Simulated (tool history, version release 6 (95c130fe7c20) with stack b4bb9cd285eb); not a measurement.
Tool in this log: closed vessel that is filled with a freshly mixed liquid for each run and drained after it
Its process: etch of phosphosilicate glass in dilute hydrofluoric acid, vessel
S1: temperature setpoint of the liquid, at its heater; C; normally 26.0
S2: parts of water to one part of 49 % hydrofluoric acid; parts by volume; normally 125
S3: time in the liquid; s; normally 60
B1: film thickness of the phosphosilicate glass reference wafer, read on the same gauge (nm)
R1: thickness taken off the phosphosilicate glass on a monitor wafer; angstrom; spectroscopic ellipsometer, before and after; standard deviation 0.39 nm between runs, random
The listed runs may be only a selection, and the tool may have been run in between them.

{"run": 1, "hour": 0.0, "S1": 26.0, "S2": 90, "S3": 60, "B1": 76.24, "R1": 717.2}
{"run": 2, "hour": 27.1, "S1": 26.0, "S2": 90, "S3": 60, "B1": 76.26, "R1": 728.1}
{"run": 3, "hour": 39.8, "S1": 26.0, "S2": 125, "S3": 80, "B1": 76.24, "R1": 665.2}
{"run": 4, "hour": 59.9, "S1": 26.0, "S2": 125, "S3": 80, "B1": 76.24, "R1": 671.9}
{"run": 5, "hour": 84.8, "S1": 26.0, "S2": 125, "S3": 60, "B1": 76.21, "R1": 500.2}
{"run": 6, "hour": 107.7, "S1": 26.0, "S2": 125, "S3": 60, "B1": 76.22, "R1": 497.7}
{"run": 7, "hour": 134.8, "S1": 26.0, "S2": 125, "S3": 60, "B1": 76.21, "R1": 501.9}
{"run": 8, "hour": 158.7, "S1": 26.0, "S2": 125, "S3": 60, "B1": 76.18, "R1": 499.6}
{"run": 9, "hour": 222.1, "S1": 26.0, "S2": 125, "S3": 60, "B1": 76.16, "R1": 500.0}
{"run": 10, "hour": 245.8, "S1": 26.0, "S2": 125, "S3": 60, "B1": 76.15, "R1": 502.2}
{"hour": 260.5, "done": "gauge calibrated"}
{"run": 11, "hour": 272.1, "S1": 26.0, "S2": 125, "S3": 60, "B1": 79.93, "R1": 526.6}
{"hour": 276.2, "done": "thermometer replaced"}
{"run": 12, "hour": 289.0, "S1": 26.0, "S2": 125, "S3": 60, "B1": 79.75, "R1": 519.8}
{"run": 13, "hour": 313.2, "S1": 26.0, "S2": 125, "S3": 60, "B1": 79.53, "R1": 521.2}
{"run": 14, "hour": 344.5, "S1": 26.0, "S2": 150, "S3": 80, "B1": 79.25, "R1": 566.5}
{"run": 15, "hour": 373.9, "S1": 26.0, "S2": 125, "S3": 60, "B1": 79.04, "R1": 515.6}
{"run": 16, "hour": 405.7, "S1": 26.0, "S2": 140, "S3": 60, "B1": 78.81, "R1": 451.5}
{"run": 17, "hour": 436.7, "S1": 26.0, "S2": 100, "S3": 60, "B1": 78.64, "R1": 668.0}
{"run": 18, "hour": 472.2, "S1": 26.0, "S2": 155, "S3": 30, "B1": 78.4, "R1": 198.6}
{"run": 19, "hour": 496.6, "S1": 26.0, "S2": 65, "S3": 60, "B1": 78.29, "R1": 1077.0}
{"run": 20, "hour": 509.5, "S1": 26.0, "S2": 105, "S3": 60, "B1": 78.21, "R1": 631.1}
{"run": 21, "hour": 579.6, "S1": 30.0, "S2": 125, "S3": 75, "B1": 77.9, "R1": 738.6}
{"hour": 593.3, "done": "hydrofluoric acid flow meter replaced"}
{"run": 22, "hour": 609.7, "S1": 26.0, "S2": 125, "S3": 60, "B1": 77.8, "R1": 514.3}
{"run": 23, "hour": 631.3, "S1": 26.0, "S2": 125, "S3": 60, "B1": 77.7, "R1": 504.5}
{"run": 24, "hour": 658.1, "S1": 23.5, "S2": 125, "S3": 30, "B1": 77.63, "R1": 231.0}
{"run": 25, "hour": 674.6, "S1": 22.5, "S2": 125, "S3": 75, "B1": 77.57, "R1": 559.1}
{"run": 26, "hour": 691.1, "S1": 29.5, "S2": 80, "S3": 40, "B1": 77.51, "R1": 640.8}
{"run": 27, "hour": 711.2, "S1": 28.0, "S2": 125, "S3": 70, "B1": 77.43, "R1": 644.3}
{"run": 28, "hour": 728.5, "S1": 26.0, "S2": 125, "S3": 60, "B1": 77.39, "R1": 508.6}
{"run": 29, "hour": 759.8, "S1": 30.0, "S2": 170, "S3": 80, "B1": 77.33, "R1": 541.7}
{"run": 30, "hour": 772.7, "S1": 22.5, "S2": 125, "S3": 40, "B1": 77.32, "R1": 296.2}
{"run": 31, "hour": 795.7, "S1": 26.0, "S2": 125, "S3": 60, "B1": 77.26, "R1": 513.2}
{"run": 32, "hour": 821.5, "S1": 30.0, "S2": 145, "S3": 40, "B1": 77.19, "R1": 330.7}

How would selected steps in R1 from run to run divide? Give the signed amount a tool lacking its hidden state would still show from settings, what came in and random variation, and the signed amount left for the hidden state, including any gauge scatter that is not in both of the compared results.
Unlogged tool condition in this case: liquid hotter than its thermometer reads (K); hydrofluoric acid flow above the setpoint (%); gauge reads high (%).
Run 10 -> 11: gauge calibrated. R1 +24.4 angstrom: hidden state +24.9, all else -0.5.
Run 17 -> 18: S2 100 -> 155, S3 60 -> 30. R1 -469.4 angstrom: hidden state +7.7, all else -477.1.
Run 18 -> 19: S2 155 -> 65, S3 30 -> 60. R1 +878.4 angstrom: hidden state -19.5, all else +897.9.
Run 19 -> 20: S2 65 -> 105. R1 -445.9 angstrom: hidden state +9.1, all else -455.0.
Run 24 -> 25: S1 23.5 -> 22.5, S3 30 -> 75. R1 +328.1 angstrom: hidden state -10.5, all else +338.6.

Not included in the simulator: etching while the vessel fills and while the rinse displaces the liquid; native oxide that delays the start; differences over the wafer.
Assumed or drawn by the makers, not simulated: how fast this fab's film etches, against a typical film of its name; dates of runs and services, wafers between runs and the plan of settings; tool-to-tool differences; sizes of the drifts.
